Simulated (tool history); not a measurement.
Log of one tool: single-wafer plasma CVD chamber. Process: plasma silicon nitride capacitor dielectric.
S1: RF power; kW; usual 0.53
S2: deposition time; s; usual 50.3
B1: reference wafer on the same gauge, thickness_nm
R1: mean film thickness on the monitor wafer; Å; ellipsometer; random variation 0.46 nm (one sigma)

run	hour	S1	S2	B1	R1
1	0	0.455	50.3	87.837	725.97
2	45.2	0.53	50.3	88.057	774.7
3	107.8	0.53	50.3	87.89	769.44
4	132.2	0.53	50.3	88.068	765.57
5	193.5	0.53	50.3	88.029	774.14
6	225	0.53	50.3	87.959	769.39
7	265.6	0.58	50.3	87.938	801.28
# hour 292.4: gauge calibrated
8	305.3	0.58	50.3	88.043	790.34
9	358.9	0.58	50.3	87.884	798.26
10	390.7	0.53	50.3	88.003	776.05
11	425.7	0.53	50.3	87.918	764.92
12	478	0.53	50.3	87.973	769.29
13	547	0.53	55.6	88.114	843.92
14	572.5	0.53	50.3	87.835	760.39
15	634.3	0.53	50.3	88.1	758.22
16	669.2	0.53	50.3	87.962	762.34
17	735.3	0.53	50.3	88.078	759.64
18	790.6	0.505	53.6	87.916	793.73
19	894.2	0.48	50.3	87.963	723.16
20	936	0.53	50.3	87.809	759.82
21	968.9	0.53	54.3	87.948	808.16
22	1014.5	0.615	42.7	88.074	684.76

Run 23 comes next. What will it give?
23	1043.1	0.48	45.9	?	?

{"run 23": {"B1": 88.045, "R1": 657.4}}
Without the tool's hidden state the same run would have given R1 676.37 Å.
